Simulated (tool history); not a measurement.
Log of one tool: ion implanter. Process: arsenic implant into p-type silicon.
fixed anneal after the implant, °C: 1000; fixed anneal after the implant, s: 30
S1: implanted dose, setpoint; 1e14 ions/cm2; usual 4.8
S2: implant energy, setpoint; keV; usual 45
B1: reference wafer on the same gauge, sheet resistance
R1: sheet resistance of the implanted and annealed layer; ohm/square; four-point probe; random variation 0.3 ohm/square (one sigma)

| run | hour | S1 | S2 | B1 | R1 |
|---|---|---|---|---|---|
| 1 | 0 | 4.8 | 45 | 225.09 | 201.17 |
| 2 | 14.9 | 4.8 | 45 | 225.06 | 200.83 |
|  | 16.9 | gauge calibrated |
| 3 | 32.6 | 4.8 | 45 | 224.82 | 201.39 |
| 4 | 38.9 | 4.8 | 45 | 225.01 | 201.29 |
| 5 | 69 | 4.8 | 45 | 225.07 | 201.25 |
| 6 | 86.5 | 4.8 | 45 | 224.87 | 201.76 |
| 7 | 94.2 | 5.92 | 45 | 225.1 | 171.04 |
|  | 118.5 | extraction supply calibrated |
|  | 126.3 | Faraday cup replaced and dose calibrated |
| 8 | 126.8 | 4.28 | 58 | 224.93 | 203.65 |
| 9 | 129.8 | 4.06 | 45 | 225.14 | 219.08 |
|  | 137.1 | gauge calibrated |
| 10 | 151.2 | 5.19 | 35 | 225.08 | 188.1 |
| 11 | 164.9 | 4.8 | 45 | 224.94 | 193.1 |
| 12 | 182 | 4.8 | 36.5 | 225.05 | 199.43 |
| 13 | 193.8 | 4.41 | 57 | 224.9 | 200.18 |
| 14 | 211.1 | 3.49 | 45 | 224.96 | 247.51 |

5 ways to go on from here, each from the tool as it stands after run 14. What would each give?
| A | 211.5 | 5.51 | 45 | ? | ? |
| B | 211.5 | 4.01 | 60 | ? | ? |
| C | 211.5 | 3.94 | 32 | ? | ? |
| D | 211.5 | 4.42 | 45 | ? | ? |
| E | 211.5 | 3.42 | 29.5 | ? | ? |

| run | B1 | R1 |
|---|---|---|
| A | 224.89 | 174.72 |
| B | 224.89 | 214.67 |
| C | 224.89 | 237.35 |
| D | 224.89 | 207.08 |
| E | 224.89 | 267.31 |
Without the tool's hidden state the same runs would have given:
| run | R1 |
|---|---|
| A | 174.6 |
| B | 214.53 |
| C | 237.19 |
| D | 206.94 |
| E | 267.13 |

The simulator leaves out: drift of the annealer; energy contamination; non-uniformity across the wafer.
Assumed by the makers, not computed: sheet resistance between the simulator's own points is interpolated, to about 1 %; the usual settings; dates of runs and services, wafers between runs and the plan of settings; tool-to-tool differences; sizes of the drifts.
